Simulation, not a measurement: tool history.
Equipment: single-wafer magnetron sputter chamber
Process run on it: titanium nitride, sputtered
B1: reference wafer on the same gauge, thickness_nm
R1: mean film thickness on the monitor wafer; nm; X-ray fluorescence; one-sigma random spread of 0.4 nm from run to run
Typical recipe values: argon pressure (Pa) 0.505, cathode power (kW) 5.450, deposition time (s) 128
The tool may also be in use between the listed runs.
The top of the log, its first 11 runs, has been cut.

{"run": 12, "day": 29.454, "argon pressure (Pa)": 0.505, "cathode power (kW)": 4.55, "deposition time (s)": 128, "B1": 104.067, "R1": 101.051}
{"run": 13, "day": 33.146, "argon pressure (Pa)": 0.505, "cathode power (kW)": 5.45, "deposition time (s)": 128, "B1": 103.982, "R1": 118.437}
{"run": 14, "day": 35.562, "argon pressure (Pa)": 0.505, "cathode power (kW)": 5.45, "deposition time (s)": 128, "B1": 104.048, "R1": 118.651}
{"run": 15, "day": 38.779, "argon pressure (Pa)": 0.505, "cathode power (kW)": 5.45, "deposition time (s)": 128, "B1": 103.923, "R1": 118.92}
{"run": 16, "day": 41.754, "argon pressure (Pa)": 0.505, "cathode power (kW)": 5.45, "deposition time (s)": 128, "B1": 104.005, "R1": 118.156}
{"run": 17, "day": 45.904, "argon pressure (Pa)": 0.308, "cathode power (kW)": 6.75, "deposition time (s)": 143, "B1": 104.018, "R1": 169.63}
{"run": 18, "day": 50.083, "argon pressure (Pa)": 0.629, "cathode power (kW)": 5.45, "deposition time (s)": 115, "B1": 103.967, "R1": 102.315}
{"day": 51.962, "done": "magnet pack replaced"}
{"run": 19, "day": 52.667, "argon pressure (Pa)": 0.505, "cathode power (kW)": 5.45, "deposition time (s)": 128, "B1": 104.042, "R1": 117.726}
{"run": 20, "day": 54.779, "argon pressure (Pa)": 0.304, "cathode power (kW)": 5.45, "deposition time (s)": 113, "B1": 103.923, "R1": 109.978}
{"run": 21, "day": 56.642, "argon pressure (Pa)": 0.505, "cathode power (kW)": 5.45, "deposition time (s)": 103, "B1": 103.923, "R1": 95.066}
{"day": 57.408, "done": "gauge calibrated"}
{"day": 59.562, "done": "sputter target and shields replaced"}
{"run": 22, "day": 60.671, "argon pressure (Pa)": 0.505, "cathode power (kW)": 5.45, "deposition time (s)": 128, "B1": 103.968, "R1": 118.301}
{"day": 63.242, "done": "capacitance manometer re-zeroed and calibrated"}
{"run": 23, "day": 63.933, "argon pressure (Pa)": 0.505, "cathode power (kW)": 5.45, "deposition time (s)": 128, "B1": 103.944, "R1": 119.539}

Run 24 has not been measured yet. What should we expect?
{"run": 24, "day": 67.55, "argon pressure (Pa)": 0.505, "cathode power (kW)": 5.45, "deposition time (s)": 128, "B1": "?", "R1": "?"}

{"run 24": {"B1": 103.942, "R1": 119.478}}
With no hidden state in the tool, this same run would have given R1 119.684 nm.
